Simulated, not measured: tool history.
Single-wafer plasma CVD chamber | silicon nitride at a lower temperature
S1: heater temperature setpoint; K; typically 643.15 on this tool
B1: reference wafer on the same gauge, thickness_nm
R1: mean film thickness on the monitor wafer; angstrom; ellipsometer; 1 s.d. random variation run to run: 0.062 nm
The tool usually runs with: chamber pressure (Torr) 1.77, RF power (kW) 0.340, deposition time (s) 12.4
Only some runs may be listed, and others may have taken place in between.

Run 1, hour 0.0: usual settings but RF power (kW) 0.390; B1 14.781. Result: R1 163.48 angstrom.
Run 2, hour 14.3: usual settings; B1 14.794. Result: R1 149.57 angstrom.
Run 3, hour 22.8: usual settings; B1 14.813. Result: R1 149.02 angstrom.
Run 4, hour 40.3: usual settings; B1 14.791. Result: R1 149.43 angstrom.
Run 5, hour 56.5: usual settings; B1 14.805. Result: R1 150.91 angstrom.
Run 6, hour 72.8: usual settings; B1 14.800. Result: R1 149.66 angstrom.
At hour 89.8: capacitance manometer re-zeroed and calibrated.
Run 7, hour 90.3: usual settings; B1 14.784. Result: R1 149.37 angstrom.
Run 8, hour 91.7: usual settings but S1 657.15 K; B1 14.804. Result: R1 149.41 angstrom.
At hour 103.2: thermocouple changed; heater temperature recalibrated.
Run 9, hour 105.3: usual settings; B1 14.810. Result: R1 149.37 angstrom.
At hour 114.5: RF generator calibrated.
At hour 118.8: gauge calibrated.
Run 10, hour 133.5: usual settings but S1 632.15 K, chamber pressure (Torr) 1.61, RF power (kW) 0.275; B1 14.814. Result: R1 125.29 angstrom.
At hour 142.1: showerhead replaced.
Run 11, hour 151.0: usual settings but S1 632.15 K, chamber pressure (Torr) 2.13, RF power (kW) 0.365, deposition time (s) 13.4; B1 14.808. Result: R1 179.92 angstrom.
Run 12, hour 161.2: usual settings but RF power (kW) 0.315, deposition time (s) 11.6; B1 14.792. Result: R1 132.36 angstrom.
Run 13, hour 178.4: usual settings but S1 634.15 K, RF power (kW) 0.300, deposition time (s) 13.9; B1 14.810. Result: R1 153.33 angstrom.
Run 14, hour 187.7: usual settings but S1 633.15 K, chamber pressure (Torr) 1.62, deposition time (s) 11.0; B1 14.796. Result: R1 130.26 angstrom.

Each row is a separate what-if for the run after 14, all from the same tool condition, not one after another. Results?
Run A, hour 188.1: usual settings; B1 ?. Result: R1 ?.
Run B, hour 188.1: usual settings but deposition time (s) 13.5; B1 ?. Result: R1 ?.
Run C, hour 188.1: usual settings but S1 639.15 K, chamber pressure (Torr) 1.37, RF power (kW) 0.370; B1 ?. Result: R1 ?.
Run D, hour 188.1: usual settings but chamber pressure (Torr) 2.15, RF power (kW) 0.295; B1 ?. Result: R1 ?.
Run E, hour 188.1: usual settings but RF power (kW) 0.275, deposition time (s) 9.9; B1 ?. Result: R1 ?.

run      B1      R1
  A  14.802  150.21
  B  14.802  163.51
  C  14.802  147.19
  D  14.802  143.73
  E  14.802  103.29
Without the tool's unlogged condition, the same runs would have read:
run      R1
  A  150.21
  B  163.51
  C  147.19
  D  143.73
  E  103.29
